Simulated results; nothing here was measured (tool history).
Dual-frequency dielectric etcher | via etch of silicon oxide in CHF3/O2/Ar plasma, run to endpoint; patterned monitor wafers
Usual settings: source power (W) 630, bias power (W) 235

run,hour,source power (W),bias power (W),wafers since the last listed run,hours since the last wet clean,hours since the last source power generator calibration,hours since the last bias power generator calibration,hours since the last upper electrode change,"incoming incoming film thickness, nm",endpoint time (s)
1,0.0,590,235,0,345.1,2571.8,3974.3,3570.7,523.3,232.6
2,6.6,590,235,40,351.7,2578.4,3980.9,3577.3,524.8,232.0
3,16.1,630,235,58,361.2,2587.9,3990.4,3586.8,517.9,223.2
4,22.6,630,235,40,367.7,2594.4,3996.9,3593.3,525.2,223.8
5,34.6,630,235,74,379.7,2606.4,4008.9,3605.3,519.8,221.0
6,50.6,510,191,98,395.7,2622.4,4024.9,3621.3,515.8,268.6
7,58.7,510,191,50,403.8,2630.5,4033.0,3629.4,524.5,275.1
8,71.5,510,191,79,416.6,2643.3,4045.8,3642.2,516.2,269.9
# hour 94.4: source power generator calibrated
# hour 105.4: wet clean of the chamber
# hour 109.1: bias power generator calibrated
9,109.6,630,249,119,4.2,15.2,0.5,3680.3,522.1,225.9
10,110.1,630,249,3,4.7,15.7,1.0,3680.8,525.4,229.4
11,110.5,630,235,2,5.1,16.1,1.4,3681.2,519.8,231.5
12,112.8,630,235,14,7.4,18.4,3.7,3683.5,522.1,232.3
13,123.3,630,235,64,17.9,28.9,14.2,3694.0,522.4,232.8
14,131.0,700,255,47,25.6,36.6,21.9,3701.7,521.5,212.6
15,145.7,510,250,90,40.3,51.3,36.6,3716.4,519.7,252.4
# hour 184.5: upper electrode replaced
16,185.0,630,235,94,79.6,90.6,75.9,0.5,519.2,229.5
17,185.4,520,218,2,80.0,91.0,76.3,0.9,522.9,266.4
18,209.0,480,197,145,103.6,114.6,99.9,24.5,521.9,287.8
19,224.7,530,194,96,119.3,130.3,115.6,40.2,518.5,274.3
20,237.1,480,255,76,131.7,142.7,128.0,52.6,518.1,256.1

3 ways to go on from here, each from the tool as it stands after run 20. What would each give?
A,237.6,630,235,3,132.2,143.2,128.5,53.1,523.0,?
B,237.6,730,202,3,132.2,143.2,128.5,53.1,523.0,?
C,237.6,630,209,3,132.2,143.2,128.5,53.1,523.0,?

run,endpoint time (s)
A,228.6
B,225.9
C,240.4
Without the tool's hidden state the same runs would have given:
run,endpoint time (s)
A,232.5
B,229.7
C,244.5

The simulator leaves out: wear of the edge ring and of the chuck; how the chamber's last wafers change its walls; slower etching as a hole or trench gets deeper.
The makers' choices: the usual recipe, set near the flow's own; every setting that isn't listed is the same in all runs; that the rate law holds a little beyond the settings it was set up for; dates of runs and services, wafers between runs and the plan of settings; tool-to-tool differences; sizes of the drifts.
